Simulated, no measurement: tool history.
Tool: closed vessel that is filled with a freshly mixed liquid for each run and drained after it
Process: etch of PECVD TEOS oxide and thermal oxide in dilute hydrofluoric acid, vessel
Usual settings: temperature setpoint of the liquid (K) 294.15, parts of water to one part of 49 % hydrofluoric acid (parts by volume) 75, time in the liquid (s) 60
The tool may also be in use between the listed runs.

| run | day | temperature setpoint of the liquid (K) | parts of water to one part of 49 % hydrofluoric acid (parts by volume) | time in the liquid (s) | read-back film thickness of the PECVD TEOS oxide reference wafer, read on the same gauge (nm) | read-back film thickness of the thermal oxide reference wafer, read on the same gauge (nm) | thickness taken off the PECVD TEOS oxide on a monitor wafer (nm) | thickness taken off the thermal oxide on a monitor wafer (nm) |
|---|---|---|---|---|---|---|---|---|
| 1 | 0 | 294.15 | 75 | 40 | 129.95 | 129.988 | 7.82 | 2.39 |
| 2 | 2.088 | 294.15 | 75 | 40 | 129.99 | 130.015 | 7.99 | 2.404 |
| 3 | 3.367 | 294.15 | 75 | 40 | 129.99 | 130.009 | 7.93 | 2.416 |
| 4 | 5.058 | 294.15 | 75 | 60 | 129.99 | 129.983 | 11.83 | 3.611 |
| 5 | 6.7 | 293.15 | 105 | 60 | 130.05 | 130.009 | 7.95 | 2.405 |
| 6 | 8.196 | 294.15 | 100 | 60 | 129.98 | 129.984 | 8.72 | 2.664 |
| 7 | 11.138 | 294.15 | 75 | 60 | 129.98 | 129.999 | 12 | 3.673 |
| 8 | 13.125 | 296.65 | 75 | 60 | 129.98 | 129.992 | 13.43 | 4.066 |
| 9 | 15.908 | 294.15 | 75 | 60 | 130.03 | 130.026 | 12.02 | 3.693 |
|  | 16.317 | thermometer replaced |
|  | 17.567 | hydrofluoric acid flow meter replaced |
| 10 | 18.079 | 294.15 | 75 | 60 | 130.05 | 129.968 | 11.03 | 3.361 |
| 11 | 20.258 | 297.15 | 45 | 80 | 130 | 130.024 | 28.79 | 8.863 |
| 12 | 22.404 | 294.15 | 75 | 60 | 130.02 | 129.999 | 11.3 | 3.393 |
| 13 | 23.417 | 290.15 | 90 | 75 | 129.99 | 129.999 | 9.68 | 2.911 |
|  | 23.842 | gauge calibrated |
| 14 | 24.467 | 294.15 | 55 | 80 | 130.01 | 129.992 | 20.95 | 6.302 |
| 15 | 25.942 | 296.65 | 75 | 60 | 130.03 | 130.016 | 12.4 | 3.797 |
| 16 | 28.417 | 298.65 | 100 | 30 | 130.02 | 129.987 | 4.86 | 1.483 |
| 17 | 31.138 | 292.65 | 40 | 60 | 130.02 | 129.997 | 20.62 | 6.248 |
| 18 | 32.708 | 294.15 | 75 | 60 | 130 | 130.01 | 11.26 | 3.416 |
| 19 | 34.667 | 296.65 | 115 | 45 | 129.96 | 129.996 | 5.74 | 1.76 |
| 20 | 37.608 | 294.15 | 75 | 60 | 129.99 | 129.993 | 11.4 | 3.435 |
| 21 | 38.733 | 290.65 | 35 | 35 | 130.02 | 129.988 | 12.62 | 3.898 |
| 22 | 40.888 | 294.15 | 75 | 60 | 129.95 | 130.011 | 11.55 | 3.427 |
| 23 | 42.538 | 295.65 | 55 | 60 | 129.97 | 130.009 | 16.91 | 5.131 |
| 24 | 45.033 | 296.15 | 100 | 85 | 130 | 129.99 | 12.69 | 3.83 |
| 25 | 46.212 | 294.15 | 110 | 85 | 130.03 | 130.003 | 10.49 | 3.249 |
| 26 | 48.862 | 294.15 | 75 | 30 | 129.98 | 129.979 | 5.72 | 1.741 |

Measured less the same run without the tool's hidden state. The same run-to-run variation is in both; the gauge's scatter may not be:
The hidden state here: liquid colder than its thermometer reads (K); hydrofluoric acid flow above the setpoint (%); gauge reads high (%).
| run | thickness taken off the PECVD TEOS oxide on a monitor wafer (nm) | thickness taken off the thermal oxide on a monitor wafer (nm) |
|---|---|---|
| 1 | +0.53 | +0.161 |
| 2 | +0.55 | +0.166 |
| 3 | +0.56 | +0.169 |
| 4 | +0.84 | +0.257 |
| 5 | +0.59 | +0.179 |
| 6 | +0.66 | +0.201 |
| 7 | +0.92 | +0.28 |
| 8 | +1.05 | +0.318 |
| 9 | +0.96 | +0.295 |
| 10 | +0.02 | +0.005 |
| 11 | +0.11 | +0.031 |
| 12 | +0.07 | +0.018 |
| 13 | +0.06 | +0.02 |
| 14 | +0.16 | +0.046 |
| 15 | +0.11 | +0.034 |
| 16 | +0.05 | +0.016 |
| 17 | +0.26 | +0.08 |
| 18 | +0.17 | +0.051 |
| 19 | +0.1 | +0.031 |
| 20 | +0.22 | +0.066 |
| 21 | +0.25 | +0.075 |
| 22 | +0.26 | +0.076 |
| 23 | +0.39 | +0.118 |
| 24 | +0.34 | +0.101 |
| 25 | +0.29 | +0.089 |
| 26 | +0.17 | +0.05 |

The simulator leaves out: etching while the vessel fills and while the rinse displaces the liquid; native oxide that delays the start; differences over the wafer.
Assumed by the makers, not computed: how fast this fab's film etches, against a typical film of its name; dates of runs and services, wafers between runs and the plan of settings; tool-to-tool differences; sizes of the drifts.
